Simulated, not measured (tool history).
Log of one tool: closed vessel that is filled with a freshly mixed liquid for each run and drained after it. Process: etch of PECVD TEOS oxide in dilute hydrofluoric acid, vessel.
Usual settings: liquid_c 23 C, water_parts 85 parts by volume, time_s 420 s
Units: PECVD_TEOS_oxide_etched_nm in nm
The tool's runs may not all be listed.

run,hour,liquid_c,water_parts,time_s,"read-back film thickness of the PECVD TEOS oxide reference wafer, read on the same gauge (nm)",PECVD_TEOS_oxide_etched_nm
1,0,23,85,420,130.03,44.98
2,53.6,23,85,420,129.97,45.12
3,89.6,20.5,85,420,129.98,40.42
4,144.5,23,85,420,130,44.75
5,172,23,85,420,130.03,44.89
6,226.9,23,115,420,130.01,31.85
7,287.8,23,85,420,129.98,44.61
8,345.2,23,85,420,130.02,44.5
9,382.6,19.5,85,420,129.98,38.53
10,429,23,85,240,129.98,27.8
11,479.5,23,85,420,130.01,48.46
12,520.7,25.5,65,245,130.01,41.88
13,579,23,85,420,130.01,48.74
14,701.1,23,85,420,129.98,48.41
15,750.5,23,75,420,130,55.43
16,819.6,20.5,125,565,129.98,37.99
17,884.6,23,110,505,129.99,42.97
18,928.2,20.5,70,420,129.99,53.34

Not shown: 3 entries that the log had between the listed runs. Between which runs, and how does the tool's hidden state differ before and after?
Between runs 9 and 10: thermometer replaced (hour 383.8)
  liquid colder than its thermometer reads (K): 2.19 -> 0.146
  measured less the result without the state, PECVD_TEOS_oxide_etched_nm: -3.72 -> -0.17 nm
Between runs 10 and 11: hydrofluoric acid flow meter replaced (hour 465.5)
  liquid colder than its thermometer reads (K): 0.146 -> 0.18
  measured less the result without the state, PECVD_TEOS_oxide_etched_nm: -0.17 -> -0.36 nm
Between runs 12 and 13: gauge calibrated (hour 558.1)
  liquid colder than its thermometer reads (K): 0.208 -> 0.247
  measured less the result without the state, PECVD_TEOS_oxide_etched_nm: -0.35 -> -0.5 nm
